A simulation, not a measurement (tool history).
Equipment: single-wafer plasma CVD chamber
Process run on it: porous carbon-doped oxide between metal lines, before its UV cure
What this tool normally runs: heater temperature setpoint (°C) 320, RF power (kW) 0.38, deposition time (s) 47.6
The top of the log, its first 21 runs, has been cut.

| run | hour | heater temperature setpoint (°C) | RF power (kW) | deposition time (s) | read-back reference wafer on the same gauge, thickness_nm | mean film thickness on the monitor wafer (angstrom) |
|---|---|---|---|---|---|---|
| 22 | 1764.3 | 311 | 0.32 | 50.2 | 220.265 | 2029.97 |
| 23 | 1836.2 | 320 | 0.38 | 47.6 | 220.053 | 2096.97 |
|  | 1853.3 | gauge calibrated |
| 24 | 1907.6 | 308 | 0.35 | 38.7 | 220.126 | 1715.68 |
| 25 | 2013.3 | 320 | 0.38 | 47.6 | 219.769 | 2087.35 |
| 26 | 2086 | 320 | 0.38 | 47.6 | 220.032 | 2101.51 |
| 27 | 2128 | 329 | 0.38 | 52.5 | 220.072 | 2224.32 |
| 28 | 2218.4 | 310 | 0.31 | 42.3 | 220.131 | 1707.5 |
| 29 | 2317.9 | 329 | 0.415 | 56.8 | 219.974 | 2562.23 |
| 30 | 2375.4 | 311 | 0.38 | 47.6 | 219.877 | 2205.64 |
|  | 2425.9 | RF generator calibrated |
| 31 | 2434.6 | 320 | 0.38 | 56.1 | 220.076 | 2498.23 |
| 32 | 2494.4 | 315 | 0.38 | 47.6 | 219.612 | 2174.81 |
| 33 | 2560.2 | 320 | 0.33 | 47.6 | 219.894 | 1908.08 |
| 34 | 2655.2 | 320 | 0.45 | 47.6 | 220.017 | 2364.33 |
| 35 | 2730.2 | 334 | 0.33 | 41.1 | 220.031 | 1570.58 |

Here are 3 independent what-if runs from the current tool condition. What would each one return?
| A | 2730.6 | 320 | 0.38 | 51.1 | ? | ? |
| B | 2730.6 | 332 | 0.32 | 38.3 | ? | ? |
| C | 2730.6 | 320 | 0.305 | 47.6 | ? | ? |

| run | read-back reference wafer on the same gauge, thickness_nm | mean film thickness on the monitor wafer (angstrom) |
|---|---|---|
| A | 219.988 | 2275.65 |
| B | 219.988 | 1443.79 |
| C | 219.988 | 1820.33 |
With the hidden condition removed and each run's random variation left untouched, the same runs would have given:
| run | mean film thickness on the monitor wafer (angstrom) |
|---|---|
| A | 2239.47 |
| B | 1422.37 |
| C | 1791.4 |
